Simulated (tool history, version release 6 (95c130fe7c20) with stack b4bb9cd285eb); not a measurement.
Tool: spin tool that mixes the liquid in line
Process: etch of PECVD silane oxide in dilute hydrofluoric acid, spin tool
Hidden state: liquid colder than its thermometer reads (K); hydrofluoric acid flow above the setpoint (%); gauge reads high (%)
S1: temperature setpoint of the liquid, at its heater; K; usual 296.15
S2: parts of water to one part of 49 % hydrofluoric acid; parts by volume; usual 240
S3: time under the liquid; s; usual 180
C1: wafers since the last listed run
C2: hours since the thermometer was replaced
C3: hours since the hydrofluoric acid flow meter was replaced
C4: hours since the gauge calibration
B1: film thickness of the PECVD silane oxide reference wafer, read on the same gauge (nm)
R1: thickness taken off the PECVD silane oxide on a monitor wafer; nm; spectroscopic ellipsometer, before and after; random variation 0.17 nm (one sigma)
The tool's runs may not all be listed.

run 1 hour=0.0 | S1=298.65 S2=240 S3=110 | C1=0 C2=2686.8 C3=774.3 C4=552.6 | B1=100.02 | R1=16.71
run 2 hour=72.0 | S1=298.65 S2=240 S3=110 | C1=694 C2=2758.8 C3=846.3 C4=624.6 | B1=99.98 | R1=16.60
run 3 hour=155.7 | S1=293.65 S2=195 S3=180 | C1=807 C2=2842.5 C3=930.0 C4=708.3 | B1=100.00 | R1=29.45
run 4 hour=223.6 | S1=293.65 S2=195 S3=180 | C1=654 C2=2910.4 C3=997.9 C4=776.2 | B1=99.98 | R1=29.82
run 5 hour=263.3 | S1=296.15 S2=240 S3=180 | C1=382 C2=2950.1 C3=1037.6 C4=815.9 | B1=100.00 | R1=25.41
-- hour=266.5 gauge calibrated
run 6 hour=302.5 | S1=296.15 S2=240 S3=180 | C1=378 C2=2989.3 C3=1076.8 C4=36.0 | B1=100.00 | R1=24.86
run 7 hour=390.2 | S1=296.15 S2=240 S3=180 | C1=845 C2=3077.0 C3=1164.5 C4=123.7 | B1=100.00 | R1=25.36
run 8 hour=493.0 | S1=296.15 S2=240 S3=180 | C1=991 C2=3179.8 C3=1267.3 C4=226.5 | B1=99.99 | R1=25.12
run 9 hour=535.6 | S1=296.15 S2=240 S3=180 | C1=410 C2=3222.4 C3=1309.9 C4=269.1 | B1=99.99 | R1=25.49
run 10 hour=621.2 | S1=296.15 S2=240 S3=180 | C1=825 C2=3308.0 C3=1395.5 C4=354.7 | B1=99.99 | R1=25.43
-- hour=625.0 thermometer replaced
run 11 hour=688.7 | S1=296.15 S2=240 S3=180 | C1=641 C2=63.7 C3=1463.0 C4=422.2 | B1=99.99 | R1=25.89
-- hour=722.1 hydrofluoric acid flow meter replaced
run 12 hour=787.9 | S1=296.15 S2=205 S3=180 | C1=946 C2=162.9 C3=65.8 C4=521.4 | B1=100.04 | R1=29.56
run 13 hour=826.6 | S1=294.15 S2=275 S3=150 | C1=373 C2=201.6 C3=104.5 C4=560.1 | B1=100.00 | R1=15.76
run 14 hour=922.1 | S1=296.15 S2=200 S3=180 | C1=920 C2=297.1 C3=200.0 C4=655.6 | B1=100.02 | R1=30.52
run 15 hour=977.8 | S1=292.65 S2=320 S3=75 | C1=537 C2=352.8 C3=255.7 C4=711.3 | B1=100.00 | R1=6.30
-- hour=985.6 gauge calibrated
run 16 hour=1036.5 | S1=292.15 S2=295 S3=95 | C1=566 C2=411.5 C3=314.4 C4=50.9 | B1=100.00 | R1=8.67
run 17 hour=1091.8 | S1=296.15 S2=240 S3=180 | C1=533 C2=466.8 C3=369.7 C4=106.2 | B1=99.96 | R1=24.74
run 18 hour=1182.1 | S1=297.65 S2=345 S3=140 | C1=870 C2=557.1 C3=460.0 C4=196.5 | B1=100.02 | R1=12.78
run 19 hour=1232.3 | S1=292.65 S2=330 S3=80 | C1=484 C2=607.3 C3=510.2 C4=246.7 | B1=99.98 | R1=6.53
run 20 hour=1327.3 | S1=300.65 S2=240 S3=240 | C1=916 C2=702.3 C3=605.2 C4=341.7 | B1=99.99 | R1=38.91

Measured less the same run without the tool's hidden state. The same run-to-run variation is in both; the gauge's scatter may not be:
run=1 R1=+0.68
run=2 R1=+0.74
run=3 R1=+1.36
run=4 R1=+1.46
run=5 R1=+1.34
run=6 R1=+1.36
run=7 R1=+1.49
run=8 R1=+1.59
run=9 R1=+1.67
run=10 R1=+1.77
run=11 R1=+1.87
run=12 R1=+0.52
run=13 R1=+0.31
run=14 R1=+0.73
run=15 R1=+0.17
run=16 R1=+0.27
run=17 R1=+0.81
run=18 R1=+0.51
run=19 R1=+0.27
run=20 R1=+1.76
